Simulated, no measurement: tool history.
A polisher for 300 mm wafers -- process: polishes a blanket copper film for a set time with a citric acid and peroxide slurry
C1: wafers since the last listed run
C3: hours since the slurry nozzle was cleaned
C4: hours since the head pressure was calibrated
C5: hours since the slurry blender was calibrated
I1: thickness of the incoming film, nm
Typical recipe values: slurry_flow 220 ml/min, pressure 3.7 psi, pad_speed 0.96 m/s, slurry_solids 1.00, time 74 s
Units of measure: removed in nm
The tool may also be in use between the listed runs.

run 1 day=0.000 | slurry_flow=220 pressure=3.7 pad_speed=0.96 slurry_solids=1.00 time=74 | C1=0 wafers_polished_on_this_pad=1189 C3=199.3 C4=348.6 C5=226.5 | I1=628.8 | removed=209.0
-- day=0.662 head pressure recalibrated
-- day=4.208 slurry blender recalibrated
-- day=6.400 worn pad replaced by a new one
run 2 day=8.429 | slurry_flow=220 pressure=3.7 pad_speed=0.96 slurry_solids=1.00 time=74 | C1=1732 wafers_polished_on_this_pad=434 C3=401.6 C4=186.4 C5=101.3 | I1=634.1 | removed=192.5
run 3 day=11.325 | slurry_flow=220 pressure=3.7 pad_speed=0.96 slurry_solids=1.00 time=74 | C1=619 wafers_polished_on_this_pad=1053 C3=471.1 C4=255.9 C5=170.8 | I1=628.1 | removed=190.4
-- day=12.854 slurry nozzle cleaned
run 4 day=13.112 | slurry_flow=220 pressure=3.7 pad_speed=0.96 slurry_solids=1.00 time=74 | C1=373 wafers_polished_on_this_pad=1427 C3=6.2 C4=298.8 C5=213.7 | I1=638.1 | removed=223.0
run 5 day=14.350 | slurry_flow=220 pressure=3.7 pad_speed=0.96 slurry_solids=1.00 time=74 | C1=264 wafers_polished_on_this_pad=1692 C3=35.9 C4=328.5 C5=243.4 | I1=626.8 | removed=214.8
-- day=14.738 head pressure recalibrated
run 6 day=15.992 | slurry_flow=220 pressure=3.7 pad_speed=0.96 slurry_solids=1.00 time=74 | C1=333 wafers_polished_on_this_pad=2025 C3=75.3 C4=30.1 C5=282.8 | I1=628.6 | removed=218.1
run 7 day=17.546 | slurry_flow=220 pressure=3.7 pad_speed=0.96 slurry_solids=1.00 time=74 | C1=332 wafers_polished_on_this_pad=2358 C3=112.6 C4=67.4 C5=320.1 | I1=622.4 | removed=216.3
-- day=18.433 slurry blender recalibrated
-- day=18.954 worn pad replaced by a new one, of another model than before
run 8 day=20.317 | slurry_flow=220 pressure=4.3 pad_speed=0.96 slurry_solids=1.00 time=85 | C1=539 wafers_polished_on_this_pad=291 C3=179.1 C4=133.9 C5=45.2 | I1=632.5 | removed=268.5
run 9 day=28.867 | slurry_flow=220 pressure=4.3 pad_speed=0.96 slurry_solids=1.00 time=85 | C1=1829 wafers_polished_on_this_pad=2120 C3=384.3 C4=339.1 C5=250.4 | I1=630.3 | removed=249.0
-- day=30.733 head pressure recalibrated
-- day=31.246 slurry nozzle cleaned
-- day=31.388 slurry blender recalibrated
run 10 day=31.667 | slurry_flow=220 pressure=4.3 pad_speed=0.96 slurry_solids=1.00 time=85 | C1=554 wafers_polished_on_this_pad=2675 C3=10.1 C4=22.4 C5=6.7 | I1=631.3 | removed=261.2
-- day=32.904 worn pad replaced by a new one
run 11 day=33.179 | slurry_flow=220 pressure=3.7 pad_speed=0.96 slurry_solids=1.00 time=74 | C1=287 wafers_polished_on_this_pad=58 C3=46.4 C4=58.7 C5=43.0 | I1=639.1 | removed=215.3
run 12 day=34.258 | slurry_flow=220 pressure=3.7 pad_speed=0.82 slurry_solids=1.00 time=74 | C1=230 wafers_polished_on_this_pad=289 C3=72.3 C4=84.6 C5=68.9 | I1=633.2 | removed=183.8
run 13 day=37.217 | slurry_flow=220 pressure=3.7 pad_speed=0.96 slurry_solids=1.00 time=74 | C1=632 wafers_polished_on_this_pad=922 C3=143.3 C4=155.6 C5=139.9 | I1=638.7 | removed=208.2
run 14 day=38.254 | slurry_flow=220 pressure=3.7 pad_speed=0.96 slurry_solids=1.00 time=74 | C1=221 wafers_polished_on_this_pad=1144 C3=168.2 C4=180.5 C5=164.8 | I1=627.2 | removed=204.4
run 15 day=39.412 | slurry_flow=220 pressure=3.7 pad_speed=0.96 slurry_solids=1.00 time=74 | C1=247 wafers_polished_on_this_pad=1392 C3=196.0 C4=208.3 C5=192.6 | I1=631.9 | removed=205.9
run 16 day=42.396 | slurry_flow=245 pressure=2.8 pad_speed=0.96 slurry_solids=0.85 time=74 | C1=638 wafers_polished_on_this_pad=2030 C3=267.6 C4=279.9 C5=264.2 | I1=626.0 | removed=177.2
run 17 day=44.292 | slurry_flow=220 pressure=3.7 pad_speed=0.96 slurry_solids=1.00 time=74 | C1=405 wafers_polished_on_this_pad=2436 C3=313.1 C4=325.4 C5=309.7 | I1=634.2 | removed=197.7
-- day=45.362 slurry blender recalibrated
run 18 day=45.671 | slurry_flow=295 pressure=4.0 pad_speed=1.06 slurry_solids=1.00 time=87 | C1=277 wafers_polished_on_this_pad=2713 C3=346.2 C4=358.5 C5=7.4 | I1=633.0 | removed=272.4

Forecast run 19:
-- day=46.362 worn pad replaced by a new one
-- day=46.558 head pressure recalibrated
run 19 day=49.621 | slurry_flow=220 pressure=3.7 pad_speed=1.08 slurry_solids=0.90 time=74 | C1=791 wafers_polished_on_this_pad=679 C3=441.0 C4=73.5 C5=102.2 | I1=639.0 | removed=?

removed: 200.8 nm
Were there no unlogged condition in the tool, this run, its random variation unchanged, would have produced removed 242.3 nm.
